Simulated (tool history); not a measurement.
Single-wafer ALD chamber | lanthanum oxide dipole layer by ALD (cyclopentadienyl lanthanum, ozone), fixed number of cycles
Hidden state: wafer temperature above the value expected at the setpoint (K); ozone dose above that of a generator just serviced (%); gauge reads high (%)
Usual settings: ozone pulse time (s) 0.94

run,hour,ozone pulse time (s),wafers since the last listed run,hours since the last thermocouple change,hours since the last ozone generator service,hours since the showerhead was replaced,hours since the gauge calibration,"read-back reference wafer on the same gauge, thickness_nm",mean film thickness on the monitor wafer (nm)
1,0,1.15,0,286.6,1162,2089.2,1030.5,0.601,0.547
# hour 21.6: ozone generator serviced
2,38.5,1.15,850,325.1,16.9,2127.7,1069,0.601,0.569
3,88,1.15,1380,374.6,66.4,2177.2,1118.5,0.602,0.566
4,162.9,0.94,2088,449.5,141.3,2252.1,1193.4,0.601,0.523
5,209.9,0.94,1310,496.5,188.3,2299.1,1240.4,0.601,0.522
6,257.1,0.94,1315,543.7,235.5,2346.3,1287.6,0.601,0.518
7,321,0.94,1781,607.6,299.4,2410.2,1351.5,0.601,0.518
8,385,0.94,1784,671.6,363.4,2474.2,1415.5,0.601,0.515
9,475.4,0.94,2520,762,453.8,2564.6,1505.9,0.601,0.515
10,551.9,1.12,2132,838.5,530.3,2641.1,1582.4,0.601,0.555
11,637.4,0.94,2383,924,615.8,2726.6,1667.9,0.601,0.512
12,682.9,0.94,1268,969.5,661.3,2772.1,1713.4,0.601,0.508
# hour 691.3: thermocouple changed; heater temperature recalibrated
13,784.7,0.94,2615,93.4,763.1,2873.9,1815.2,0.601,0.504
14,833.2,0.94,1352,141.9,811.6,2922.4,1863.7,0.601,0.506
15,931.9,1.16,2751,240.6,910.3,3021.1,1962.4,0.601,0.553
16,1030,0.94,2734,338.7,1008.4,3119.2,2060.5,0.601,0.508
17,1073.5,1.17,1212,382.2,1051.9,3162.7,2104,0.601,0.554

The next listed run, before its measurement:
# hour 1168.1: showerhead replaced
18,1168.6,0.76,2428,477.3,1147,0.5,2199.1,?,?

Run 18 gave read-back reference wafer on the same gauge, thickness_nm 0.601, mean film thickness on the monitor wafer (nm) 0.445.
Without the tool's hidden state the same run would have given mean film thickness on the monitor wafer (nm) 0.473.

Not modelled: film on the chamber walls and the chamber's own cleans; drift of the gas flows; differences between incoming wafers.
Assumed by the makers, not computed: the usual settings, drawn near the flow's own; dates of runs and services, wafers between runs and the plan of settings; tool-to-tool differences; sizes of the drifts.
